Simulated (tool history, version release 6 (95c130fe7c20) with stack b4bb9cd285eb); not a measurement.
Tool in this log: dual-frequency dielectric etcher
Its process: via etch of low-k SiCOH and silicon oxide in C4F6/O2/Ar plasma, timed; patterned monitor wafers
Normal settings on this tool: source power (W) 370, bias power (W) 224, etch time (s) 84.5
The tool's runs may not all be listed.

| run | hour | source power (W) | bias power (W) | etch time (s) | wafers since the last listed run | hours since the last wet clean | hours since the last source power generator calibration | hours since the last bias power generator calibration | hours since the last upper electrode change | hours since the gauge calibration | read-back reference wafer on the same gauge, depth_nm | mean etch depth across the wafer (nm) |
|---|---|---|---|---|---|---|---|---|---|---|---|---|
| 1 | 0 | 370 | 224 | 84.5 | 0 | 253.3 | 1802.4 | 3594.6 | 5074.5 | 530.8 | 247 | 240.6 |
|  | 53.2 | wet clean of the chamber |
| 2 | 53.7 | 370 | 224 | 84.5 | 231 | 0.5 | 1856.1 | 3648.3 | 5128.2 | 584.5 | 246.8 | 233.2 |
| 3 | 54 | 430 | 224 | 84.5 | 2 | 0.8 | 1856.4 | 3648.6 | 5128.5 | 584.8 | 247.4 | 256.2 |
| 4 | 75.6 | 430 | 224 | 84.5 | 168 | 22.4 | 1878 | 3670.2 | 5150.1 | 606.4 | 246.9 | 252.1 |
|  | 91.6 | bias power generator calibrated |
| 5 | 103.4 | 430 | 224 | 84.5 | 185 | 50.2 | 1905.8 | 11.8 | 5177.9 | 634.2 | 246.9 | 255.9 |
| 6 | 120.5 | 370 | 224 | 84.5 | 133 | 67.3 | 1922.9 | 28.9 | 5195 | 651.3 | 247.1 | 233.1 |
| 7 | 153.1 | 320 | 224 | 62.5 | 254 | 99.9 | 1955.5 | 61.5 | 5227.6 | 683.9 | 246.8 | 159.5 |
| 8 | 180 | 370 | 224 | 107 | 209 | 126.8 | 1982.4 | 88.4 | 5254.5 | 710.8 | 246.5 | 298.3 |
|  | 188.3 | gauge calibrated |
| 9 | 197.6 | 340 | 239 | 60.5 | 137 | 144.4 | 2000 | 106 | 5272.1 | 9.3 | 246.9 | 165 |
| 10 | 214.9 | 370 | 224 | 62 | 134 | 161.7 | 2017.3 | 123.3 | 5289.4 | 26.6 | 247.7 | 173.9 |
| 11 | 232.6 | 290 | 177 | 104 | 138 | 179.4 | 2035 | 141 | 5307.1 | 44.3 | 246.8 | 228 |
| 12 | 247.3 | 330 | 278 | 99 | 114 | 194.1 | 2049.7 | 155.7 | 5321.8 | 59 | 246.6 | 281.1 |
| 13 | 278.5 | 330 | 250 | 76 | 243 | 225.3 | 2080.9 | 186.9 | 5353 | 90.2 | 247.2 | 207.1 |
|  | 309.9 | upper electrode replaced, of another model than before |
| 14 | 310.4 | 370 | 195 | 84.5 | 61 | 257.2 | 2112.8 | 218.8 | 0.5 | 122.1 | 246.6 | 233.4 |
| 15 | 313.9 | 370 | 224 | 84.5 | 27 | 260.7 | 2116.3 | 222.3 | 4 | 125.6 | 246.9 | 239 |
| 16 | 327.7 | 400 | 244 | 69.5 | 107 | 274.5 | 2130.1 | 236.1 | 17.8 | 139.4 | 246.3 | 206.8 |
| 17 | 379 | 340 | 277 | 103.5 | 400 | 325.8 | 2181.4 | 287.4 | 69.1 | 190.7 | 247.2 | 295.5 |
| 18 | 410.9 | 410 | 258 | 96 | 248 | 357.7 | 2213.3 | 319.3 | 101 | 222.6 | 247.3 | 292.7 |
|  | 425.9 | source power generator calibrated |
| 19 | 434.1 | 370 | 271 | 72.5 | 149 | 380.9 | 8.2 | 342.5 | 124.2 | 245.8 | 246.9 | 215.6 |
|  | 458.2 | wet clean of the chamber |
| 20 | 459.5 | 370 | 196 | 84.5 | 10 | 1.3 | 33.6 | 367.9 | 149.6 | 271.2 | 247.4 | 227.6 |
| 21 | 489.9 | 410 | 224 | 75 | 237 | 31.7 | 64 | 398.3 | 180 | 301.6 | 246.5 | 216.8 |
| 22 | 523.7 | 400 | 262 | 74 | 263 | 65.5 | 97.8 | 432.1 | 213.8 | 335.4 | 246.6 | 220 |
| 23 | 536.6 | 420 | 244 | 76.5 | 100 | 78.4 | 110.7 | 445 | 226.7 | 348.3 | 247 | 228.8 |
| 24 | 567.6 | 370 | 224 | 84.5 | 241 | 109.4 | 141.7 | 476 | 257.7 | 379.3 | 246.9 | 235.9 |
| 25 | 602.5 | 370 | 224 | 84.5 | 272 | 144.3 | 176.6 | 510.9 | 292.6 | 414.2 | 247.5 | 236 |
| 26 | 617.7 | 370 | 224 | 84.5 | 118 | 159.5 | 191.8 | 526.1 | 307.8 | 429.4 | 246.5 | 236.5 |
| 27 | 650 | 370 | 224 | 84.5 | 251 | 191.8 | 224.1 | 558.4 | 340.1 | 461.7 | 247 | 235.4 |
| 28 | 683 | 340 | 209 | 84.5 | 257 | 224.8 | 257.1 | 591.4 | 373.1 | 494.7 | 247.2 | 225.4 |
| 29 | 718.5 | 340 | 277 | 84.5 | 276 | 260.3 | 292.6 | 626.9 | 408.6 | 530.2 | 247 | 238.2 |
| 30 | 740.4 | 370 | 224 | 66 | 170 | 282.2 | 314.5 | 648.8 | 430.5 | 552.1 | 247.2 | 185.1 |

Exercise: give the hidden state of the tool at every run:
source power that arrives over what is set, %: 0, the same for each run
bias power that arrives over what is set, %: 0, the same for each run
gauge reads high (%): 0, the same for each run
H1: etch rate over this chamber's usual, %
| run | H1 |
|---|---|
| 1 | 1.88 |
| 2 | 0.427 |
| 3 | 0.429 |
| 4 | 0.585 |
| 5 | 0.786 |
| 6 | 0.91 |
| 7 | 1.15 |
| 8 | 1.34 |
| 9 | 1.47 |
| 10 | 1.59 |
| 11 | 1.72 |
| 12 | 1.83 |
| 13 | 2.05 |
| 14 | 2.28 |
| 15 | 2.31 |
| 16 | 2.41 |
| 17 | 2.78 |
| 18 | 3.01 |
| 19 | 3.18 |
| 20 | 0.262 |
| 21 | 0.481 |
| 22 | 0.725 |
| 23 | 0.819 |
| 24 | 1.04 |
| 25 | 1.29 |
| 26 | 1.4 |
| 27 | 1.64 |
| 28 | 1.88 |
| 29 | 2.13 |
| 30 | 2.29 |
